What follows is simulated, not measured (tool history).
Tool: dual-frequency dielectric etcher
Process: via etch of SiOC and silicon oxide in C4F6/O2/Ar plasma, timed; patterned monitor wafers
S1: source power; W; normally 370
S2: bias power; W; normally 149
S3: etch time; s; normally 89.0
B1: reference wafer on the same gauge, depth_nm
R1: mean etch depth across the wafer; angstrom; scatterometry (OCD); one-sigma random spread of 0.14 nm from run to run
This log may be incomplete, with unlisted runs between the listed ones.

run   hour   S1   S2     S3     B1    R1
  1    0.0  370  139   89.0  101.5   846
  2   13.5  370  149  104.0  101.5  1021
  3   45.5  370  149  104.0  101.4  1017
  4   72.2  370  149   89.0  101.5   874
  5   84.9  370  149   89.0  101.6   869
  6  105.3  370  149   89.0  101.6   869
  7  138.4  370  149   89.0  101.5   871
  8  169.1  370  149   89.0  101.5   869
     210.7  -- wet clean of the chamber
  9  211.2  400  149   89.0  101.5   895
 10  211.6  400  149   89.0  101.5   895
 11  226.7  400  149   89.0  101.6   893
 12  261.1  370  176  109.5  101.5  1144
     262.6  -- gauge calibrated
 13  274.3  410  120   89.0  101.5   822
 14  295.3  430  149   69.0  101.5   710
 15  311.8  400  116   96.5  101.5   869
     342.7  -- upper electrode replaced
     352.8  -- source power generator calibrated
 16  353.3  300  149   89.0  101.5   813
     403.8  -- bias power generator calibrated
 17  411.5  340  149   89.0  101.5   867
 18  426.1  370  149   97.0  101.5   973
 19  449.8  370  149   89.0  101.5   895
 20  485.6  440  129   77.0  101.5   774
 21  519.3  370  149   89.0  101.5   890
 22  537.8  420  116  105.5  101.5   991

Predict each of these 4 candidate next runs independently; none follows another, all start after run 22:
  A  538.2  370  132   89.0   ?   ?
  B  538.2  300  164  115.0   ?   ?
  C  538.2  320  149   89.0   ?   ?
  D  538.2  370  173   89.0   ?   ?

run     B1    R1
  A  101.5   845
  B  101.5  1109
  C  101.5   843
  D  101.5   949
The same runs, with their run-to-run variation unchanged, on a tool lacking any hidden condition would have given:
run    R1
  A   850
  B  1115
  C   848
  D   955
